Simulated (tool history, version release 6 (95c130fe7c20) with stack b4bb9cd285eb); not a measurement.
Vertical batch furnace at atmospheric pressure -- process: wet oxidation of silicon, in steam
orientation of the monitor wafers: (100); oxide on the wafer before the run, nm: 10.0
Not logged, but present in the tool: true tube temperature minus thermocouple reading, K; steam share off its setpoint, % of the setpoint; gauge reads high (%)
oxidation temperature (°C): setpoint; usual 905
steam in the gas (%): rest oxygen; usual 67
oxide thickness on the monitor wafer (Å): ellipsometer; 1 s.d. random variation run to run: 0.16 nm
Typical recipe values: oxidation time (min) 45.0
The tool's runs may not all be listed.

| run | hour | oxidation temperature (°C) | oxidation time (min) | steam in the gas (%) | wafers since the last listed run | hours since the last temperature calibration | hours since the steam generator was serviced | hours since the gauge calibration | read-back reference wafer on the same gauge, thickness | oxide thickness on the monitor wafer (Å) |
|---|---|---|---|---|---|---|---|---|---|---|
| 1 | 0.0 | 905 | 45.0 | 67 | 0 | 2211.2 | 3739.3 | 166.6 | 93.06 | 1048.7 |
| 2 | 8.6 | 905 | 33.0 | 67 | 108 | 2219.8 | 3747.9 | 175.2 | 93.00 | 809.1 |
| 3 | 26.4 | 905 | 33.0 | 67 | 224 | 2237.6 | 3765.7 | 193.0 | 93.02 | 810.0 |
| 4 | 44.2 | 905 | 45.0 | 67 | 224 | 2255.4 | 3783.5 | 210.8 | 93.00 | 1044.5 |
| 5 | 55.9 | 905 | 45.0 | 67 | 147 | 2267.1 | 3795.2 | 222.5 | 92.99 | 1045.0 |
| 6 | 73.6 | 905 | 45.0 | 67 | 223 | 2284.8 | 3812.9 | 240.2 | 92.96 | 1045.2 |
| 7 | 89.5 | 905 | 45.0 | 67 | 200 | 2300.7 | 3828.8 | 256.1 | 92.96 | 1041.2 |
|  | 122.3 | steam generator serviced |
| 8 | 122.8 | 905 | 45.0 | 67 | 117 | 2334.0 | 0.5 | 289.4 | 92.94 | 1136.7 |
| 9 | 127.5 | 905 | 45.0 | 64 | 59 | 2338.7 | 5.2 | 294.1 | 92.99 | 1092.8 |
| 10 | 132.2 | 905 | 58.0 | 67 | 59 | 2343.4 | 9.9 | 298.8 | 93.01 | 1402.0 |
| 11 | 140.1 | 905 | 58.0 | 67 | 99 | 2351.3 | 17.8 | 306.7 | 92.99 | 1405.8 |
|  | 145.1 | gauge calibrated |
|  | 168.0 | thermocouples replaced and temperature profile calibrated |
| 12 | 168.5 | 882 | 45.0 | 74 | 55 | 0.5 | 46.2 | 23.4 | 93.01 | 849.9 |
| 13 | 173.3 | 923 | 25.0 | 67 | 60 | 5.3 | 51.0 | 28.2 | 93.03 | 819.9 |
| 14 | 178.0 | 905 | 37.5 | 67 | 59 | 10.0 | 55.7 | 32.9 | 93.04 | 924.7 |
| 15 | 197.2 | 884 | 63.0 | 61 | 242 | 29.2 | 74.9 | 52.1 | 93.01 | 989.5 |
| 16 | 213.4 | 905 | 45.0 | 67 | 204 | 45.4 | 91.1 | 68.3 | 92.99 | 1079.5 |
| 17 | 230.1 | 905 | 65.5 | 60 | 210 | 62.1 | 107.8 | 85.0 | 92.99 | 1350.7 |
| 18 | 238.9 | 926 | 45.0 | 67 | 111 | 70.9 | 116.6 | 93.8 | 92.97 | 1380.7 |
| 19 | 246.9 | 905 | 45.0 | 67 | 100 | 78.9 | 124.6 | 101.8 | 92.99 | 1081.3 |
| 20 | 258.7 | 916 | 31.5 | 79 | 148 | 90.7 | 136.4 | 113.6 | 92.95 | 1052.7 |
| 21 | 266.1 | 905 | 45.0 | 67 | 93 | 98.1 | 143.8 | 121.0 | 93.06 | 1081.2 |
| 22 | 284.0 | 913 | 30.0 | 72 | 225 | 116.0 | 161.7 | 138.9 | 92.98 | 905.7 |

Below are 3 alternative next runs, each starting from the tool's condition after run 22. Predict each:
| A | 288.8 | 905 | 45.0 | 67 | 60 | 120.8 | 166.5 | 143.7 | ? | ? |
| B | 288.8 | 883 | 45.0 | 67 | 60 | 120.8 | 166.5 | 143.7 | ? | ? |
| C | 288.8 | 905 | 65.5 | 67 | 60 | 120.8 | 166.5 | 143.7 | ? | ? |

| run | read-back reference wafer on the same gauge, thickness | oxide thickness on the monitor wafer (Å) |
|---|---|---|
| A | 93.01 | 1084.7 |
| B | 93.01 | 801.3 |
| C | 93.01 | 1486.3 |
Take away the tool's hidden state, keep each run's random variation, and the runs would have read:
| run | oxide thickness on the monitor wafer (Å) |
|---|---|
| A | 1079.4 |
| B | 796.4 |
| C | 1479.2 |
